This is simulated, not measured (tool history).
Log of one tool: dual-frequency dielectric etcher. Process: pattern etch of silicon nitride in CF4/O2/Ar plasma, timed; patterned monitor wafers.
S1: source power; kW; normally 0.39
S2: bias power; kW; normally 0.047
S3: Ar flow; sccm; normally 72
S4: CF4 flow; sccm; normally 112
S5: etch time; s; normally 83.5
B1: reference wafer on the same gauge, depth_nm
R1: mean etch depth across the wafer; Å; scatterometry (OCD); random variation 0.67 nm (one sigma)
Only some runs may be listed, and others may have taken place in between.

run	hour	S1	S2	S3	S4	S5	B1	R1
1	0	0.39	0.055	65	95	83.5	118	1367
2	24.3	0.39	0.039	72	112	71.5	118	1051
# hour 85.1: gauge calibrated
# hour 150.1: wet clean of the chamber
# hour 165.8: upper electrode replaced, of another model than before
3	166.3	0.39	0.047	63	112	83.5	118	1334
4	208.8	0.32	0.047	72	112	83.5	117.8	1024
5	273	0.39	0.047	81	112	83.5	118	1321
6	342.1	0.39	0.047	72	112	74.5	118	1164
# hour 363.8: bias power generator calibrated
7	391.9	0.39	0.047	86	112	83.5	118	1287
8	430.6	0.47	0.039	72	112	83.5	117.9	1581
9	491	0.39	0.047	72	112	83.5	118	1302
10	521.6	0.48	0.047	72	112	83.5	118	1669
11	567	0.39	0.038	85	128	91	118	1359
# hour 609.3: source power generator calibrated
12	617	0.39	0.047	72	112	83.5	118	1286
13	653.9	0.44	0.038	63	112	93	117.9	1615
14	691.7	0.34	0.047	72	112	83.5	117.9	1062
# hour 743: wet clean of the chamber
15	746.5	0.42	0.047	72	96	90	118	1551
16	770.6	0.39	0.047	72	112	83.5	118	1331
17	838.3	0.39	0.047	62	126	105.5	118.2	1711
18	908.4	0.39	0.047	72	112	83.5	117.9	1306
19	978.2	0.48	0.047	87	112	67.5	117.9	1332
20	1031	0.39	0.047	72	112	83.5	118	1310
21	1095.9	0.42	0.047	81	119	90	118	1517

Branching from run 21: 4 alternative next runs. What would each branch give?
A	1096.3	0.39	0.047	72	112	73.5	?	?
B	1096.3	0.39	0.047	72	112	70	?	?
C	1096.3	0.39	0.047	72	89	83.5	?	?
D	1096.3	0.39	0.044	62	103	83.5	?	?

run	B1	R1
A	118	1138
B	118	1084
C	118	1268
D	118	1288
The same runs, with their run-to-run variation unchanged, on a tool lacking any hidden condition would have given:
run	R1
A	1172
B	1116
C	1306
D	1327
